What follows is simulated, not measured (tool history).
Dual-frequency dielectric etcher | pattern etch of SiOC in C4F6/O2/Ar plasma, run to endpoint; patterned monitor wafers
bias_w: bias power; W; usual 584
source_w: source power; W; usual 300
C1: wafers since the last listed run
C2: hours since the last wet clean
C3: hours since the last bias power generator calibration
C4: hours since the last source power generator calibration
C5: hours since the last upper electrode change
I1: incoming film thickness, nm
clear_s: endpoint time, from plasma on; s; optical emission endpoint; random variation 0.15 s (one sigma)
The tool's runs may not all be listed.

{"run": 1, "hour": 0.0, "bias_w": 584, "source_w": 280, "C1": 0, "C2": 329.6, "C3": 2151.1, "C4": 2894.1, "C5": 1383.6, "I1": 51.6, "clear_s": 17.3}
{"run": 2, "hour": 78.8, "bias_w": 584, "source_w": 280, "C1": 673, "C2": 408.4, "C3": 2229.9, "C4": 2972.9, "C5": 1462.4, "I1": 51.6, "clear_s": 17}
{"run": 3, "hour": 167.4, "bias_w": 496, "source_w": 300, "C1": 757, "C2": 497, "C3": 2318.5, "C4": 3061.5, "C5": 1551, "I1": 51.1, "clear_s": 17.6}
{"hour": 229.5, "done": "wet clean of the chamber"}
{"run": 4, "hour": 243.0, "bias_w": 496, "source_w": 300, "C1": 441, "C2": 13.5, "C3": 2394.1, "C4": 3137.1, "C5": 1626.6, "I1": 50.8, "clear_s": 18.2}
{"run": 5, "hour": 286.9, "bias_w": 496, "source_w": 300, "C1": 375, "C2": 57.4, "C3": 2438, "C4": 3181, "C5": 1670.5, "I1": 51.2, "clear_s": 18.1}
{"run": 6, "hour": 366.6, "bias_w": 474, "source_w": 240, "C1": 681, "C2": 137.1, "C3": 2517.7, "C4": 3260.7, "C5": 1750.2, "I1": 50.6, "clear_s": 19.5}
{"run": 7, "hour": 471.9, "bias_w": 584, "source_w": 300, "C1": 900, "C2": 242.4, "C3": 2623, "C4": 3366, "C5": 1855.5, "I1": 50.9, "clear_s": 16.5}
{"run": 8, "hour": 529.6, "bias_w": 535, "source_w": 350, "C1": 493, "C2": 300.1, "C3": 2680.7, "C4": 3423.7, "C5": 1913.2, "I1": 50.8, "clear_s": 15.7}
{"hour": 557.4, "done": "source power generator calibrated"}
{"hour": 582.5, "done": "bias power generator calibrated"}
{"hour": 630.0, "done": "upper electrode replaced, of another model than before"}
{"run": 9, "hour": 630.5, "bias_w": 584, "source_w": 240, "C1": 589, "C2": 401, "C3": 48, "C4": 73.1, "C5": 0.5, "I1": 51.3, "clear_s": 18.3}
{"run": 10, "hour": 676.4, "bias_w": 584, "source_w": 240, "C1": 392, "C2": 446.9, "C3": 93.9, "C4": 119, "C5": 46.4, "I1": 50.5, "clear_s": 18.1}
{"run": 11, "hour": 725.4, "bias_w": 584, "source_w": 360, "C1": 418, "C2": 495.9, "C3": 142.9, "C4": 168, "C5": 95.4, "I1": 51.2, "clear_s": 14.8}
{"hour": 800.8, "done": "wet clean of the chamber"}
{"run": 12, "hour": 818.4, "bias_w": 584, "source_w": 350, "C1": 589, "C2": 17.6, "C3": 235.9, "C4": 261, "C5": 188.4, "I1": 50.5, "clear_s": 15.8}
{"run": 13, "hour": 875.0, "bias_w": 584, "source_w": 360, "C1": 483, "C2": 74.2, "C3": 292.5, "C4": 317.6, "C5": 245, "I1": 51.4, "clear_s": 16}
{"run": 14, "hour": 965.9, "bias_w": 671, "source_w": 330, "C1": 777, "C2": 165.1, "C3": 383.4, "C4": 408.5, "C5": 335.9, "I1": 50.8, "clear_s": 14.4}
{"run": 15, "hour": 1069.4, "bias_w": 584, "source_w": 300, "C1": 884, "C2": 268.6, "C3": 486.9, "C4": 512, "C5": 439.4, "I1": 50.5, "clear_s": 16.9}
{"run": 16, "hour": 1116.1, "bias_w": 627, "source_w": 350, "C1": 399, "C2": 315.3, "C3": 533.6, "C4": 558.7, "C5": 486.1, "I1": 51, "clear_s": 14.6}
{"run": 17, "hour": 1198.8, "bias_w": 584, "source_w": 300, "C1": 707, "C2": 398, "C3": 616.3, "C4": 641.4, "C5": 568.8, "I1": 51.1, "clear_s": 16.6}
{"run": 18, "hour": 1294.7, "bias_w": 642, "source_w": 300, "C1": 819, "C2": 493.9, "C3": 712.2, "C4": 737.3, "C5": 664.7, "I1": 51.3, "clear_s": 15.1}
{"run": 19, "hour": 1384.0, "bias_w": 584, "source_w": 300, "C1": 763, "C2": 583.2, "C3": 801.5, "C4": 826.6, "C5": 754, "I1": 51.1, "clear_s": 16.3}
{"hour": 1445.8, "done": "wet clean of the chamber"}
{"run": 20, "hour": 1464.9, "bias_w": 627, "source_w": 340, "C1": 486, "C2": 19.1, "C3": 882.4, "C4": 907.5, "C5": 834.9, "I1": 51, "clear_s": 15.3}
{"run": 21, "hour": 1552.2, "bias_w": 661, "source_w": 340, "C1": 746, "C2": 106.4, "C3": 969.7, "C4": 994.8, "C5": 922.2, "I1": 51.1, "clear_s": 14.5}
{"run": 22, "hour": 1628.6, "bias_w": 584, "source_w": 240, "C1": 653, "C2": 182.8, "C3": 1046.1, "C4": 1071.2, "C5": 998.6, "I1": 51.1, "clear_s": 18.7}
{"run": 23, "hour": 1691.8, "bias_w": 514, "source_w": 360, "C1": 540, "C2": 246, "C3": 1109.3, "C4": 1134.4, "C5": 1061.8, "I1": 51.6, "clear_s": 16.9}

The same runs without the tool's hidden state, with the same run-to-run variation:
The hidden state here: etch rate over this chamber's usual, %; bias power that arrives over what is set, %; source power that arrives over what is set, %.
run=1 clear_s=17.6
run=2 clear_s=17.4
run=3 clear_s=18.2
run=4 clear_s=18.3
run=5 clear_s=18.3
run=6 clear_s=19.8
run=7 clear_s=16.9
run=8 clear_s=16.2
run=9 clear_s=19
run=10 clear_s=18.9
run=11 clear_s=15.5
run=12 clear_s=15.6
run=13 clear_s=15.9
run=14 clear_s=14.4
run=15 clear_s=17.1
run=16 clear_s=14.9
run=17 clear_s=17
run=18 clear_s=15.6
run=19 clear_s=16.9
run=20 clear_s=15.3
run=21 clear_s=14.5
run=22 clear_s=18.9
run=23 clear_s=17.2
